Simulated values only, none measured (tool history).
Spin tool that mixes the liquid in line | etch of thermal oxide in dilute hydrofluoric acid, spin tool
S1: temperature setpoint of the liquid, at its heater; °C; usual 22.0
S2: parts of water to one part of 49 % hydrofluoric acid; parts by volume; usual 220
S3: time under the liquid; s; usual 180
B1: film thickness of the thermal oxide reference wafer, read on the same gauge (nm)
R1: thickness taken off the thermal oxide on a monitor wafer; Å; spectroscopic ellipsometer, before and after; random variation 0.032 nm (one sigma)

{"run": 1, "hour": 0.0, "S1": 23.5, "S2": 220, "S3": 180, "B1": 59.994, "R1": 35.12}
{"run": 2, "hour": 40.0, "S1": 22.0, "S2": 220, "S3": 235, "B1": 60.033, "R1": 43.59}
{"run": 3, "hour": 95.7, "S1": 22.0, "S2": 220, "S3": 180, "B1": 60.036, "R1": 34.03}
{"run": 4, "hour": 132.0, "S1": 22.0, "S2": 220, "S3": 180, "B1": 60.027, "R1": 34.21}
{"run": 5, "hour": 219.9, "S1": 22.0, "S2": 220, "S3": 180, "B1": 59.988, "R1": 34.72}
{"run": 6, "hour": 294.1, "S1": 22.0, "S2": 220, "S3": 180, "B1": 60.041, "R1": 33.43}
{"run": 7, "hour": 361.8, "S1": 22.0, "S2": 220, "S3": 180, "B1": 60.03, "R1": 34.85}
{"run": 8, "hour": 445.4, "S1": 22.0, "S2": 195, "S3": 265, "B1": 59.967, "R1": 60.73}
{"run": 9, "hour": 517.1, "S1": 22.0, "S2": 220, "S3": 180, "B1": 59.954, "R1": 34.82}
{"hour": 552.0, "done": "thermometer replaced"}
{"run": 10, "hour": 556.3, "S1": 22.0, "S2": 220, "S3": 180, "B1": 60.015, "R1": 32.33}
{"run": 11, "hour": 593.2, "S1": 22.0, "S2": 220, "S3": 180, "B1": 59.978, "R1": 32.65}
{"run": 12, "hour": 643.9, "S1": 22.0, "S2": 220, "S3": 180, "B1": 59.959, "R1": 33.12}
{"run": 13, "hour": 736.5, "S1": 24.5, "S2": 160, "S3": 180, "B1": 60.001, "R1": 54.08}
{"run": 14, "hour": 839.2, "S1": 22.0, "S2": 220, "S3": 180, "B1": 60.012, "R1": 33.35}
{"run": 15, "hour": 926.4, "S1": 22.0, "S2": 220, "S3": 180, "B1": 59.96, "R1": 33.83}
{"run": 16, "hour": 964.5, "S1": 22.0, "S2": 220, "S3": 180, "B1": 60.009, "R1": 33.47}
{"run": 17, "hour": 1060.9, "S1": 22.0, "S2": 220, "S3": 180, "B1": 59.991, "R1": 34.26}
{"run": 18, "hour": 1129.6, "S1": 24.5, "S2": 220, "S3": 260, "B1": 60.011, "R1": 54.69}
{"run": 19, "hour": 1196.3, "S1": 19.5, "S2": 260, "S3": 245, "B1": 59.958, "R1": 34.62}
{"run": 20, "hour": 1301.2, "S1": 22.0, "S2": 220, "S3": 180, "B1": 59.968, "R1": 34.17}
{"run": 21, "hour": 1381.1, "S1": 23.5, "S2": 220, "S3": 180, "B1": 59.976, "R1": 36.45}
{"hour": 1388.1, "done": "gauge calibrated"}
{"run": 22, "hour": 1425.2, "S1": 22.0, "S2": 120, "S3": 210, "B1": 59.99, "R1": 84.17}
{"run": 23, "hour": 1470.4, "S1": 27.0, "S2": 255, "S3": 110, "B1": 59.976, "R1": 21.29}
{"run": 24, "hour": 1564.3, "S1": 22.0, "S2": 220, "S3": 180, "B1": 60.019, "R1": 34.87}
{"run": 25, "hour": 1625.3, "S1": 22.0, "S2": 220, "S3": 180, "B1": 59.942, "R1": 35.96}
{"hour": 1661.9, "done": "hydrofluoric acid flow meter replaced"}
{"run": 26, "hour": 1728.8, "S1": 23.5, "S2": 145, "S3": 85, "B1": 60.018, "R1": 26.35}
{"run": 27, "hour": 1807.0, "S1": 22.0, "S2": 150, "S3": 180, "B1": 59.965, "R1": 50.62}
{"run": 28, "hour": 1872.7, "S1": 25.0, "S2": 220, "S3": 180, "B1": 60.038, "R1": 36.32}
{"run": 29, "hour": 1936.0, "S1": 22.0, "S2": 285, "S3": 180, "B1": 60.028, "R1": 23.99}
{"run": 30, "hour": 2026.3, "S1": 22.0, "S2": 220, "S3": 180, "B1": 60.019, "R1": 32.35}
{"run": 31, "hour": 2100.7, "S1": 18.5, "S2": 120, "S3": 260, "B1": 60.015, "R1": 84.34}
{"run": 32, "hour": 2189.9, "S1": 22.0, "S2": 220, "S3": 90, "B1": 59.979, "R1": 16.72}
{"run": 33, "hour": 2233.3, "S1": 20.5, "S2": 275, "S3": 95, "B1": 59.977, "R1": 13.0}
{"run": 34, "hour": 2295.2, "S1": 22.0, "S2": 220, "S3": 180, "B1": 59.993, "R1": 34.1}
{"run": 35, "hour": 2333.7, "S1": 22.0, "S2": 290, "S3": 215, "B1": 60.032, "R1": 28.48}

What the log doesn't show, run by run:
gauge reads high (%): 0 in every run
H1: liquid hotter than its thermometer reads (K)
H2: hydrofluoric acid flow above the setpoint (%)
run=1 H1=1.77 H2=2.08
run=2 H1=1.8 H2=2.26
run=3 H1=1.85 H2=2.51
run=4 H1=1.88 H2=2.67
run=5 H1=1.96 H2=3.06
run=6 H1=2.02 H2=3.39
run=7 H1=2.08 H2=3.69
run=8 H1=2.15 H2=4.07
run=9 H1=2.21 H2=4.39
run=10 H1=0.127 H2=4.56
run=11 H1=0.158 H2=4.72
run=12 H1=0.201 H2=4.95
run=13 H1=0.28 H2=5.36
run=14 H1=0.367 H2=5.82
run=15 H1=0.441 H2=6.21
run=16 H1=0.473 H2=6.38
run=17 H1=0.555 H2=6.81
run=18 H1=0.613 H2=7.12
run=19 H1=0.669 H2=7.41
run=20 H1=0.758 H2=7.88
run=21 H1=0.826 H2=8.24
run=22 H1=0.864 H2=8.44
run=23 H1=0.902 H2=8.64
run=24 H1=0.982 H2=9.06
run=25 H1=1.03 H2=9.33
run=26 H1=1.12 H2=0.735
run=27 H1=1.19 H2=1.08
run=28 H1=1.24 H2=1.38
run=29 H1=1.3 H2=1.66
run=30 H1=1.37 H2=2.06
run=31 H1=1.44 H2=2.39
run=32 H1=1.51 H2=2.79
run=33 H1=1.55 H2=2.99
run=34 H1=1.6 H2=3.26
run=35 H1=1.63 H2=3.43
